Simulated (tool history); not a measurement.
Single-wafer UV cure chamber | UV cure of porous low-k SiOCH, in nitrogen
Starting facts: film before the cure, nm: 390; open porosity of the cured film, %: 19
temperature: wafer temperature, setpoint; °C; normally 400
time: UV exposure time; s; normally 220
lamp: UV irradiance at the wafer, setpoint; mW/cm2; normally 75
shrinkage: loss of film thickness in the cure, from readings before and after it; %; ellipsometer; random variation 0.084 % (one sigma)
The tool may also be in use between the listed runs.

Run 1, hour 0.0: usual settings but temperature 388 °C. Result: shrinkage 7.971 %.
At hour 27.3: quartz window cleaned.
Run 2, hour 76.1: usual settings but temperature 388 °C. Result: shrinkage 8.452 %.
Run 3, hour 165.5: usual settings but temperature 405 °C, time 285 s. Result: shrinkage 9.631 %.
Run 4, hour 242.3: usual settings but temperature 405 °C, time 285 s. Result: shrinkage 9.424 %.
Run 5, hour 323.3: usual settings but temperature 405 °C, time 285 s. Result: shrinkage 9.335 %.
Run 6, hour 385.6: usual settings but lamp 59 mW/cm2. Result: shrinkage 7.127 %.
At hour 412.4: quartz window cleaned.
Run 7, hour 467.8: usual settings but lamp 59 mW/cm2. Result: shrinkage 7.544 %.
Run 8, hour 574.2: usual settings but time 140 s. Result: shrinkage 6.628 %.
Run 9, hour 648.4: usual settings but time 140 s. Result: shrinkage 6.563 %.
Run 10, hour 708.3: usual settings but time 140 s. Result: shrinkage 6.524 %.
Run 11, hour 814.6: usual settings. Result: shrinkage 7.764 %.
At hour 896.8: quartz window cleaned.
Run 12, hour 898.7: usual settings. Result: shrinkage 8.334 %.
Run 13, hour 954.6: usual settings. Result: shrinkage 8.283 %.
Run 14, hour 1021.4: usual settings but temperature 383 °C, time 325 s. Result: shrinkage 9.309 %.
Run 15, hour 1121.7: usual settings but temperature 388 °C, time 170 s, lamp 94 mW/cm2. Result: shrinkage 7.730 %.
Run 16, hour 1193.2: usual settings. Result: shrinkage 7.942 %.
Run 17, hour 1263.2: usual settings but temperature 407 °C. Result: shrinkage 7.832 %.
Run 18, hour 1330.9: usual settings but time 140 s. Result: shrinkage 5.833 %.
At hour 1368.7: quartz window cleaned.
Run 19, hour 1414.0: usual settings but temperature 405 °C, lamp 93 mW/cm2. Result: shrinkage 8.872 %.
Run 20, hour 1504.4: usual settings but temperature 389 °C, lamp 113 mW/cm2. Result: shrinkage 9.517 %.
At hour 1530.2: UV bulbs replaced.
Run 21, hour 1590.8: usual settings. Result: shrinkage 8.658 %.
Run 22, hour 1660.0: usual settings but time 315 s, lamp 115 mW/cm2. Result: shrinkage 11.775 %.
Run 23, hour 1727.5: usual settings. Result: shrinkage 8.423 %.
At hour 1743.6: quartz window cleaned.
Run 24, hour 1829.0: usual settings but time 180 s, lamp 44 mW/cm2. Result: shrinkage 6.007 %.
Run 25, hour 1891.6: usual settings. Result: shrinkage 8.637 %.
Run 26, hour 1977.4: usual settings but time 345 s, lamp 89 mW/cm2. Result: shrinkage 11.236 %.

Consider 5 possible next runs. They are alternatives, not a sequence: every one starts from the tool as it was left by run 26. What does each give?
Run A, hour 1977.8: usual settings but time 160 s. Result: shrinkage ?.
Run B, hour 1977.8: usual settings but time 105 s, lamp 45 mW/cm2. Result: shrinkage ?.
Run C, hour 1977.8: usual settings but temperature 389 °C, lamp 52 mW/cm2. Result: shrinkage ?.
Run D, hour 1977.8: usual settings but temperature 408 °C, time 160 s, lamp 110 mW/cm2. Result: shrinkage ?.
Run E, hour 1977.8: usual settings but lamp 45 mW/cm2. Result: shrinkage ?.

run  shrinkage
  A      7.420
  B      4.210
  C      7.080
  D      9.022
  E      6.704
Take away the tool's hidden state, keep each run's random variation, and the runs would have read:
run  shrinkage
  A      7.776
  B      4.496
  C      7.432
  D      9.397
  E      7.051
